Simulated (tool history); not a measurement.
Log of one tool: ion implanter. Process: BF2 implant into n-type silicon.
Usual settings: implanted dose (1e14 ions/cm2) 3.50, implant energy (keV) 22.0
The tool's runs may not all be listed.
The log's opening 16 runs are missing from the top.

run	hour	implanted dose (1e14 ions/cm2)	implant energy (keV)	read-back reference wafer on the same gauge, sheet resistance	sheet resistance of the implanted and annealed layer (ohm/square)
17	388.9	3.50	18.5	377.27	354.44
18	401.3	2.68	15.5	377.95	456.40
19	433.8	4.15	22.0	377.69	299.94
20	468.7	3.50	22.0	378.64	348.98
21	491.2	2.63	16.5	378.94	458.83
22	524.0	3.50	22.0	378.68	350.49
23	538.1	3.50	22.0	379.39	346.83
24	571.9	3.02	19.5	379.93	402.66
# hour 590.2: extraction supply calibrated
25	604.8	3.50	22.0	380.27	349.21
26	636.9	2.58	19.0	381.15	455.18
27	653.4	2.98	27.0	380.93	393.85
# hour 667.5: Faraday cup replaced and dose calibrated
# hour 683.1: gauge calibrated
28	686.5	2.46	17.0	366.00	459.87
29	702.9	4.03	29.5	366.73	288.11
30	721.0	3.50	22.0	366.69	338.92
31	755.2	4.25	24.5	367.30	282.69
32	783.4	3.02	15.0	367.61	401.14
33	817.0	3.50	22.0	367.83	338.92
34	841.0	4.13	16.5	368.52	306.41
35	890.8	4.14	20.0	369.01	296.68
36	904.1	3.13	18.0	369.85	382.08
37	919.7	3.96	29.5	369.68	297.74
38	946.4	4.25	24.5	369.82	285.66

3 ways to go on from here, each from the tool as it stands after run 38. What would each give?
A	946.8	3.50	22.0	?	?
B	946.8	2.99	26.5	?	?
C	946.8	4.31	18.0	?	?

run	read-back reference wafer on the same gauge, sheet resistance	sheet resistance of the implanted and annealed layer (ohm/square)
A	369.92	338.44
B	369.92	380.05
C	369.92	292.33
Take away the tool's hidden state, keep each run's random variation, and the runs would have read:
run	sheet resistance of the implanted and annealed layer (ohm/square)
A	334.73
B	375.89
C	289.13

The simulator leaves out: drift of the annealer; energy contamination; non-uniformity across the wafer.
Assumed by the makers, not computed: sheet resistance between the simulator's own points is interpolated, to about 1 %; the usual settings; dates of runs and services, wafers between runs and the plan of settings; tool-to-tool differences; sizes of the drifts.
